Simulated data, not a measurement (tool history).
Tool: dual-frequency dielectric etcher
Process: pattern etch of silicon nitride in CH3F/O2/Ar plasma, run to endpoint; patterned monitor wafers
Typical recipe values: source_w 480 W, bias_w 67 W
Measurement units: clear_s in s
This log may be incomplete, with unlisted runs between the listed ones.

| run | hour | source_w | bias_w | incoming incoming film thickness, nm | clear_s |
|---|---|---|---|---|---|
| 1 | 0 | 480 | 67 | 55.7 | 70.9 |
| 2 | 25.9 | 480 | 57 | 55.2 | 74.5 |
| 3 | 133.8 | 480 | 57 | 55.3 | 75.1 |
| 4 | 152.8 | 480 | 57 | 55.3 | 74.8 |
| 5 | 178.5 | 520 | 67 | 55.3 | 67.7 |
| 6 | 209.3 | 520 | 67 | 55.7 | 67.4 |
|  | 221.7 | source power generator calibrated |
|  | 237.6 | wet clean of the chamber |
| 7 | 238.1 | 520 | 67 | 55.4 | 71.3 |
| 8 | 262.3 | 420 | 67 | 55 | 75.9 |
|  | 308.3 | upper electrode replaced |
| 9 | 308.8 | 420 | 67 | 55.4 | 77.2 |
| 10 | 323.1 | 420 | 67 | 55.4 | 76.4 |
| 11 | 337.8 | 480 | 59 | 54.9 | 76.7 |
| 12 | 361.7 | 540 | 54 | 55.5 | 75.7 |
| 13 | 375.3 | 420 | 55 | 55.1 | 82.7 |
| 14 | 404.8 | 520 | 67 | 55.2 | 70.1 |
|  | 412 | bias power generator calibrated |
| 15 | 438.2 | 540 | 82 | 55.2 | 62.5 |
| 16 | 457 | 480 | 67 | 55.7 | 72.3 |
| 17 | 490.5 | 420 | 73 | 55.5 | 72.5 |
| 18 | 504.9 | 510 | 67 | 55.7 | 69.6 |
| 19 | 532.7 | 420 | 73 | 55.2 | 72 |
| 20 | 562.5 | 590 | 67 | 55.5 | 65.6 |

Below are 5 alternative next runs, each starting from the tool's condition after run 20. Predict each:
| A | 562.9 | 600 | 67 | 55.1 | ? |
| B | 562.9 | 360 | 74 | 55.1 | ? |
| C | 562.9 | 380 | 75 | 55.1 | ? |
| D | 562.9 | 540 | 73 | 55.1 | ? |
| E | 562.9 | 560 | 83 | 55.1 | ? |

| run | clear_s |
|---|---|
| A | 65.3 |
| B | 75.9 |
| C | 73.9 |
| D | 65.5 |
| E | 61.1 |
Had the tool no hidden state, the same runs would have come out as:
| run | clear_s |
|---|---|
| A | 67.1 |
| B | 78 |
| C | 76 |
| D | 67.3 |
| E | 62.7 |
